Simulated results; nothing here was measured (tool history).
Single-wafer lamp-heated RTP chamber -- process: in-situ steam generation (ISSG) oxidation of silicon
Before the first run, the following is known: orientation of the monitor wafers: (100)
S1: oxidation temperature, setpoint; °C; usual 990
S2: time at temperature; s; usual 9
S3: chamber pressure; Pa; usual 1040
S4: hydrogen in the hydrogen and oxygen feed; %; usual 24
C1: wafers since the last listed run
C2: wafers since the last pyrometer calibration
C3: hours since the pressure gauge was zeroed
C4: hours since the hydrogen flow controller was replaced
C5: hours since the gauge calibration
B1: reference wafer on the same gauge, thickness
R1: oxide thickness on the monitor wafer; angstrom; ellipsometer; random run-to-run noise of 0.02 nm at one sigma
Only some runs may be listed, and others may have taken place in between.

{"run": 1, "hour": 0.0, "S1": 990, "S2": 9, "S3": 960, "S4": 24, "C1": 0, "C2": 883, "C3": 2664.7, "C4": 4704.5, "C5": 561.9, "B1": 4.696, "R1": 40.37}
{"run": 2, "hour": 87.4, "S1": 990, "S2": 9, "S3": 1040, "S4": 20, "C1": 1567, "C2": 2450, "C3": 2752.1, "C4": 4791.9, "C5": 649.3, "B1": 4.695, "R1": 38.87}
{"run": 3, "hour": 149.9, "S1": 990, "S2": 9, "S3": 1040, "S4": 20, "C1": 1121, "C2": 3571, "C3": 2814.6, "C4": 4854.4, "C5": 711.8, "B1": 4.705, "R1": 39.08}
{"run": 4, "hour": 229.6, "S1": 990, "S2": 9, "S3": 1040, "S4": 20, "C1": 1429, "C2": 5001, "C3": 2894.3, "C4": 4934.1, "C5": 791.5, "B1": 4.713, "R1": 39.11}
{"hour": 255.0, "done": "pyrometer window cleaned and pyrometer calibrated"}
{"run": 5, "hour": 336.6, "S1": 990, "S2": 9, "S3": 1040, "S4": 24, "C1": 1775, "C2": 1462, "C3": 3001.3, "C4": 5041.1, "C5": 898.5, "B1": 4.692, "R1": 41.74}
{"run": 6, "hour": 408.6, "S1": 990, "S2": 9, "S3": 1040, "S4": 24, "C1": 1291, "C2": 2754, "C3": 3073.3, "C4": 5113.1, "C5": 970.5, "B1": 4.703, "R1": 41.78}
{"hour": 441.5, "done": "hydrogen flow controller replaced"}
{"run": 7, "hour": 461.7, "S1": 984, "S2": 9, "S3": 933, "S4": 24, "C1": 808, "C2": 3563, "C3": 3126.4, "C4": 20.2, "C5": 1023.6, "B1": 4.704, "R1": 40.79}
{"hour": 501.8, "done": "pyrometer window cleaned and pyrometer calibrated, repeated, since the last time left the tool worse"}
{"hour": 530.9, "done": "pressure gauge zeroed"}
{"run": 8, "hour": 557.1, "S1": 984, "S2": 9, "S3": 933, "S4": 24, "C1": 1424, "C2": 847, "C3": 26.2, "C4": 115.6, "C5": 1119.0, "B1": 4.704, "R1": 39.78}
{"run": 9, "hour": 601.2, "S1": 984, "S2": 9, "S3": 933, "S4": 24, "C1": 791, "C2": 1638, "C3": 70.3, "C4": 159.7, "C5": 1163.1, "B1": 4.699, "R1": 39.74}
{"hour": 638.2, "done": "gauge calibrated"}
{"run": 10, "hour": 708.9, "S1": 978, "S2": 7, "S3": 947, "S4": 29, "C1": 1931, "C2": 3570, "C3": 178.0, "C4": 267.4, "C5": 70.7, "B1": 4.702, "R1": 38.04}
{"hour": 756.4, "done": "pyrometer window cleaned and pyrometer calibrated"}
{"run": 11, "hour": 782.2, "S1": 990, "S2": 9, "S3": 1040, "S4": 32, "C1": 1171, "C2": 462, "C3": 251.3, "C4": 340.7, "C5": 144.0, "B1": 4.694, "R1": 44.19}
{"run": 12, "hour": 851.1, "S1": 1006, "S2": 9, "S3": 987, "S4": 24, "C1": 1235, "C2": 1698, "C3": 320.2, "C4": 409.6, "C5": 212.9, "B1": 4.698, "R1": 42.79}
{"run": 13, "hour": 896.1, "S1": 990, "S2": 8, "S3": 920, "S4": 24, "C1": 807, "C2": 2505, "C3": 365.2, "C4": 454.6, "C5": 257.9, "B1": 4.704, "R1": 38.62}
{"run": 14, "hour": 963.7, "S1": 990, "S2": 8, "S3": 1040, "S4": 24, "C1": 1212, "C2": 3718, "C3": 432.8, "C4": 522.2, "C5": 325.5, "B1": 4.703, "R1": 39.28}
{"hour": 1012.0, "done": "pyrometer window cleaned and pyrometer calibrated"}
{"run": 15, "hour": 1041.9, "S1": 990, "S2": 9, "S3": 1040, "S4": 24, "C1": 1259, "C2": 536, "C3": 511.0, "C4": 600.4, "C5": 403.7, "B1": 4.697, "R1": 40.49}
{"run": 16, "hour": 1094.1, "S1": 990, "S2": 9, "S3": 1040, "S4": 24, "C1": 936, "C2": 1472, "C3": 563.2, "C4": 652.6, "C5": 455.9, "B1": 4.702, "R1": 40.66}
{"run": 17, "hour": 1167.1, "S1": 990, "S2": 9, "S3": 1040, "S4": 24, "C1": 1309, "C2": 2782, "C3": 636.2, "C4": 725.6, "C5": 528.9, "B1": 4.701, "R1": 40.78}
{"hour": 1239.0, "done": "pyrometer window cleaned and pyrometer calibrated"}
{"run": 18, "hour": 1260.9, "S1": 980, "S2": 9, "S3": 960, "S4": 17, "C1": 1539, "C2": 392, "C3": 730.0, "C4": 819.4, "C5": 622.7, "B1": 4.702, "R1": 35.71}
{"run": 19, "hour": 1329.3, "S1": 990, "S2": 9, "S3": 1040, "S4": 24, "C1": 1226, "C2": 1619, "C3": 798.4, "C4": 887.8, "C5": 691.1, "B1": 4.699, "R1": 40.8}

Measured result minus the same run's result without the hidden state. Both carry the same run-to-run variation, though not necessarily the same gauge scatter:
The tool's hidden condition here consists of: true wafer temperature minus pyrometer reading, K; true pressure minus gauge reading, Torr; deviation of the hydrogen flow from its setpoint, %; gauge reads high (%).
run=1 R1=+0.11
run=2 R1=+0.28
run=3 R1=+0.41
run=4 R1=+0.58
run=5 R1=+1.23
run=6 R1=+1.39
run=7 R1=+1.41
run=8 R1=+0.15
run=9 R1=+0.23
run=10 R1=+0.37
run=11 R1=+0.17
run=12 R1=+0.36
run=13 R1=+0.36
run=14 R1=+0.49
run=15 R1=+0.10
run=16 R1=+0.22
run=17 R1=+0.37
run=18 R1=+0.05
run=19 R1=+0.22
